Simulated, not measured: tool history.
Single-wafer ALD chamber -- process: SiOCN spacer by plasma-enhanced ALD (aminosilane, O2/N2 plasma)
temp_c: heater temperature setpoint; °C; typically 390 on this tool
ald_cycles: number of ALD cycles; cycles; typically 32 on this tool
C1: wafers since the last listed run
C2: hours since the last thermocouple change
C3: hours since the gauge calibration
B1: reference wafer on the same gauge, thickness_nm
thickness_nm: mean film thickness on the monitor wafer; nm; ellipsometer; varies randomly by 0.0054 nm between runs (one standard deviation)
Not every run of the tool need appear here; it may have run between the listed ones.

{"run": 1, "hour": 0.0, "temp_c": 390, "ald_cycles": 36, "C1": 0, "C2": 785.1, "C3": 10.4, "B1": 2.433, "thickness_nm": 2.425}
{"run": 2, "hour": 22.0, "temp_c": 390, "ald_cycles": 36, "C1": 198, "C2": 807.1, "C3": 32.4, "B1": 2.429, "thickness_nm": 2.411}
{"run": 3, "hour": 44.3, "temp_c": 390, "ald_cycles": 36, "C1": 201, "C2": 829.4, "C3": 54.7, "B1": 2.426, "thickness_nm": 2.411}
{"run": 4, "hour": 60.4, "temp_c": 402, "ald_cycles": 29, "C1": 145, "C2": 845.5, "C3": 70.8, "B1": 2.42, "thickness_nm": 1.931}
{"run": 5, "hour": 79.6, "temp_c": 402, "ald_cycles": 29, "C1": 173, "C2": 864.7, "C3": 90, "B1": 2.417, "thickness_nm": 1.934}
{"run": 6, "hour": 112.9, "temp_c": 402, "ald_cycles": 29, "C1": 300, "C2": 898, "C3": 123.3, "B1": 2.414, "thickness_nm": 1.934}
{"run": 7, "hour": 142.6, "temp_c": 390, "ald_cycles": 32, "C1": 267, "C2": 927.7, "C3": 153, "B1": 2.409, "thickness_nm": 2.126}
{"run": 8, "hour": 160.8, "temp_c": 390, "ald_cycles": 32, "C1": 164, "C2": 945.9, "C3": 171.2, "B1": 2.408, "thickness_nm": 2.132}
{"run": 9, "hour": 191.4, "temp_c": 390, "ald_cycles": 32, "C1": 276, "C2": 976.5, "C3": 201.8, "B1": 2.406, "thickness_nm": 2.124}
{"run": 10, "hour": 216.7, "temp_c": 390, "ald_cycles": 35, "C1": 228, "C2": 1001.8, "C3": 227.1, "B1": 2.404, "thickness_nm": 2.331}
{"run": 11, "hour": 232.2, "temp_c": 396, "ald_cycles": 38, "C1": 139, "C2": 1017.3, "C3": 242.6, "B1": 2.406, "thickness_nm": 2.527}
{"hour": 243.9, "done": "thermocouple changed; heater temperature recalibrated"}
{"run": 12, "hour": 279.3, "temp_c": 390, "ald_cycles": 32, "C1": 352, "C2": 35.4, "C3": 289.7, "B1": 2.404, "thickness_nm": 2.129}
{"run": 13, "hour": 301.7, "temp_c": 398, "ald_cycles": 29, "C1": 202, "C2": 57.8, "C3": 312.1, "B1": 2.403, "thickness_nm": 1.917}
{"hour": 319.5, "done": "gauge calibrated"}
{"run": 14, "hour": 336.2, "temp_c": 384, "ald_cycles": 38, "C1": 311, "C2": 92.3, "C3": 16.7, "B1": 2.438, "thickness_nm": 2.568}
{"run": 15, "hour": 357.0, "temp_c": 377, "ald_cycles": 38, "C1": 187, "C2": 113.1, "C3": 37.5, "B1": 2.432, "thickness_nm": 2.554}
{"run": 16, "hour": 390.7, "temp_c": 398, "ald_cycles": 27, "C1": 303, "C2": 146.8, "C3": 71.2, "B1": 2.427, "thickness_nm": 1.815}
{"run": 17, "hour": 404.3, "temp_c": 376, "ald_cycles": 32, "C1": 122, "C2": 160.4, "C3": 84.8, "B1": 2.423, "thickness_nm": 2.147}

Predict the results of run 18:
{"run": 18, "hour": 437.6, "temp_c": 390, "ald_cycles": 32, "C1": 300, "C2": 193.7, "C3": 118.1, "B1": "?", "thickness_nm": "?"}

Run 18 produced B1 2.42, thickness_nm 2.149 nm.
On a tool with no hidden condition, and with the same random variation, this run would have come out at thickness_nm 2.168 nm.
